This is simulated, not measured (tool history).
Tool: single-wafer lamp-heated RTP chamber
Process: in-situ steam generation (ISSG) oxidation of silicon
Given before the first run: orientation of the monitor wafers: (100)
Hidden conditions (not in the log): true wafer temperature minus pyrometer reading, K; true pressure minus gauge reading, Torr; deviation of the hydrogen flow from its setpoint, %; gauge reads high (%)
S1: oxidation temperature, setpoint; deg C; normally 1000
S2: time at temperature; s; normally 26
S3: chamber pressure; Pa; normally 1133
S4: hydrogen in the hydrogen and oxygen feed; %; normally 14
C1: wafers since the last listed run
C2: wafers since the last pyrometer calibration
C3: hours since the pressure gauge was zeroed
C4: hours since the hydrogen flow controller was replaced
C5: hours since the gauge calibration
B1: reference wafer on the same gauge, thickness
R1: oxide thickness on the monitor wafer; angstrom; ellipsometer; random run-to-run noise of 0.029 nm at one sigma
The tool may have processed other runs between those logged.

run	hour	S1	S2	S3	S4	C1	C2	C3	C4	C5	B1	R1
1	0.0	1000	26	1133	14	0	52	3749.2	6978.4	1121.2	5.194	59.15
2	53.6	1000	26	1133	14	599	651	3802.8	7032.0	1174.8	5.196	58.60
3	86.5	990	26	1133	14	367	1019	3835.7	7064.9	1207.7	5.188	55.90
4	118.8	990	26	1133	14	361	1380	3868.0	7097.2	1240.0	5.191	56.78
5	150.1	1000	26	1133	14	349	1730	3899.3	7128.5	1271.3	5.188	59.19
6	191.2	1000	26	1133	14	459	2189	3940.4	7169.6	1312.4	5.187	59.09
# hour 267.2: hydrogen flow controller replaced
7	267.7	1000	26	1133	14	765	2955	4016.9	0.5	1388.9	5.192	59.47
8	305.1	1000	26	1133	14	418	3374	4054.3	37.9	1426.3	5.191	59.50
9	357.1	1000	26	1133	14	581	3955	4106.3	89.9	1478.3	5.191	59.31
10	382.6	1000	29	1253	11	285	4240	4131.8	115.4	1503.8	5.191	59.64
# hour 405.6: pressure gauge zeroed
11	452.5	986	26	933	22	692	4932	46.9	185.3	1573.7	5.192	62.03
12	503.2	1011	26	1040	14	566	5499	97.6	236.0	1624.4	5.186	63.77
# hour 525.7: pyrometer window cleaned and pyrometer calibrated, repeated, since the last time left the tool worse
13	552.8	1000	26	1133	14	465	302	147.2	285.6	1674.0	5.187	56.80
14	587.1	1000	26	1133	14	383	686	181.5	319.9	1708.3	5.194	56.72
# hour 642.3: gauge calibrated
15	651.4	986	17	1133	14	718	1405	245.8	384.2	9.1	5.190	44.08
16	702.0	1000	26	1240	11	565	1971	296.4	434.8	59.7	5.191	53.33
17	767.9	1019	19	1067	19	736	2708	362.3	500.7	125.6	5.190	56.88
18	807.7	1000	26	1133	14	445	3153	402.1	540.5	165.4	5.194	57.12
19	958.6	1000	26	933	14	1687	4840	553.0	691.4	316.3	5.185	57.21
# hour 1005.8: pyrometer window cleaned and pyrometer calibrated
20	1011.3	1000	26	1133	11	499	61	605.7	744.1	369.0	5.193	54.05
21	1075.6	1000	26	1133	14	718	780	670.0	808.4	433.3	5.193	56.60
22	1131.1	1006	26	1133	14	620	1401	725.5	863.9	488.8	5.189	58.35
23	1160.5	980	21	1133	14	328	1730	754.9	893.3	518.2	5.189	47.34
24	1189.8	980	26	1133	20	327	2057	784.2	922.6	547.5	5.192	56.42
25	1234.7	987	17	1133	14	502	2559	829.1	967.5	592.4	5.184	43.68
26	1270.7	1005	26	1133	14	402	2962	865.1	1003.5	628.4	5.191	58.84
27	1313.9	1000	26	1133	14	483	3445	908.3	1046.7	671.6	5.191	57.10
28	1379.9	1012	26	1227	14	737	4183	974.3	1112.7	737.6	5.192	60.23
29	1426.2	1000	26	1133	14	517	4700	1020.6	1159.0	783.9	5.188	57.43
# hour 1478.1: pyrometer window cleaned and pyrometer calibrated
30	1478.7	1000	26	1133	14	497	7	1073.1	1211.5	836.4	5.190	56.26
31	1507.6	983	17	960	11	323	330	1102.0	1240.4	865.3	5.195	41.31

Alternative continuations, all from the tool just after run 31; predict every row:
A	1508.1	1009	26	1133	14	5	335	1102.5	1240.9	865.8	?	?
B	1508.1	1000	26	1200	24	5	335	1102.5	1240.9	865.8	?	?
C	1508.1	987	26	1133	14	5	335	1102.5	1240.9	865.8	?	?
D	1508.1	983	33	1000	11	5	335	1102.5	1240.9	865.8	?	?

run	B1	R1
A	5.195	59.19
B	5.195	63.56
C	5.195	53.85
D	5.195	56.70
With no hidden state in the tool, these same runs would have given:
run	R1
A	59.14
B	63.50
C	53.81
D	56.65
